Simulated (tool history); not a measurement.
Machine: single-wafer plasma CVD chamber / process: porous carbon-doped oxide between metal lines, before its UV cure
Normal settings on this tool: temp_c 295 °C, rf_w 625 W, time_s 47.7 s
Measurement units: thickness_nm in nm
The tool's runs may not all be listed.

run,day,temp_c,rf_w,time_s,"read-back reference wafer on the same gauge, thickness_nm",thickness_nm
1,0.000,295,625,54.5,303.854,340.795
2,2.933,295,625,40.2,303.554,250.614
3,4.400,288,625,47.7,303.834,311.215
4,6.788,289,625,52.0,304.247,336.533
5,9.196,289,625,52.0,304.580,334.294
6,10.529,289,625,52.0,304.073,331.613
7,12.604,295,625,47.7,304.133,294.250
8,14.021,295,625,47.7,304.086,292.131
9,16.688,295,625,47.7,304.384,292.582
10,18.025,295,735,38.8,304.212,268.123
# day 19.867: RF generator calibrated
11,19.888,295,625,47.7,303.995,303.398
# day 20.712: thermocouple changed; heater temperature recalibrated
12,21.262,295,515,51.2,303.930,285.313
13,24.129,305,520,47.7,304.151,251.553

Run 14 comes next. What will it give?
14,26.429,295,525,41.1,?,?

read-back reference wafer on the same gauge, thickness_nm: 304.138
thickness_nm: 231.482 nm
Had the tool carried no hidden state, the very same run would have given thickness_nm 233.637 nm.

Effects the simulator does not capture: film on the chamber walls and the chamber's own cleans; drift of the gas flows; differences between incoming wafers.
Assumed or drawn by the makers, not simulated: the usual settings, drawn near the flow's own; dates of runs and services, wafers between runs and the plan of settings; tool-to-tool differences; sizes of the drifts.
